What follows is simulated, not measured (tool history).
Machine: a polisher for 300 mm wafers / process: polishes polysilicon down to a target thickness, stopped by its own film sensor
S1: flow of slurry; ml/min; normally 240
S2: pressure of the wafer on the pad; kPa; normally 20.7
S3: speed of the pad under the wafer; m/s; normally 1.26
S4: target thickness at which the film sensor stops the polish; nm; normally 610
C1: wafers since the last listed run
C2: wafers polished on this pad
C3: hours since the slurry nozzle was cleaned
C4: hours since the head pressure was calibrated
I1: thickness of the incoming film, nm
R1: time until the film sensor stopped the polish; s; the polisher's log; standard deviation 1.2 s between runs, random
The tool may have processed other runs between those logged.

run	day	S1	S2	S3	S4	C1	C2	C3	C4	I1	R1
1	0	240	20.7	1.26	610	0	147	293	915.4	1482.8	80.4
2	0.421	240	20.7	1.26	610	79	226	303.1	925.5	1477.8	80.1
3	1.079	240	20.7	1.26	610	123	350	318.9	941.3	1485.3	80.8
4	1.596	240	20.7	1.26	610	97	447	331.3	953.7	1498.3	83.4
5	2.046	240	20.7	1.26	610	84	531	342.1	964.5	1506.4	86.2
6	3.3	240	22.8	1.26	610	235	767	372.2	994.6	1504.8	77.7
# day 3.858: head pressure recalibrated
7	3.879	240	22.8	1.26	610	93	860	386.1	0.5	1500.4	79.9
# day 4.446: worn pad replaced by a new one, of another model than before
8	4.512	240	20.7	1.26	610	87	12	401.3	15.7	1502	76
9	5.008	240	20.7	1.26	610	93	105	413.2	27.6	1519.6	79.4
10	5.729	240	22.8	1.26	610	135	241	430.5	44.9	1514.5	77.9
11	6.108	185	20.7	1.26	311	71	312	439.6	54	1515	112.3
# day 6.167: slurry nozzle cleaned
12	6.85	240	20.7	0.86	789	131	443	16.4	71.8	1477.9	78.9
13	7.129	240	24.8	1.26	610	52	496	23.1	78.5	1521.7	75.3
14	7.567	240	24.8	1.26	610	82	578	33.6	89	1489.4	71.2
15	8.171	240	14.5	1.26	610	113	691	48.1	103.5	1515.6	110.3
16	8.433	160	20.7	1.26	610	49	741	54.4	109.8	1511.8	89.1
17	8.929	240	20.7	1.12	610	93	834	66.3	121.7	1525.1	95.7

Consider 5 possible next runs. They are alternatives, not a sequence: every one starts from the tool as it was left by run 17. What does each give?
A	8.946	240	20.7	1.26	610	3	837	66.7	122.1	1512.4	?
B	8.946	280	15.9	1.62	744	3	837	66.7	122.1	1512.4	?
C	8.946	295	14.5	1.26	610	3	837	66.7	122.1	1512.4	?
D	8.946	160	20.7	1.26	789	3	837	66.7	122.1	1512.4	?
E	8.946	240	20.7	0.86	712	3	837	66.7	122.1	1512.4	?

run	R1
A	87.9
B	74.8
C	109.6
D	73.4
E	97.7
What these runs would have given with no unlogged condition in the tool:
run	R1
A	78.3
B	66.6
C	97.5
D	65.4
E	87
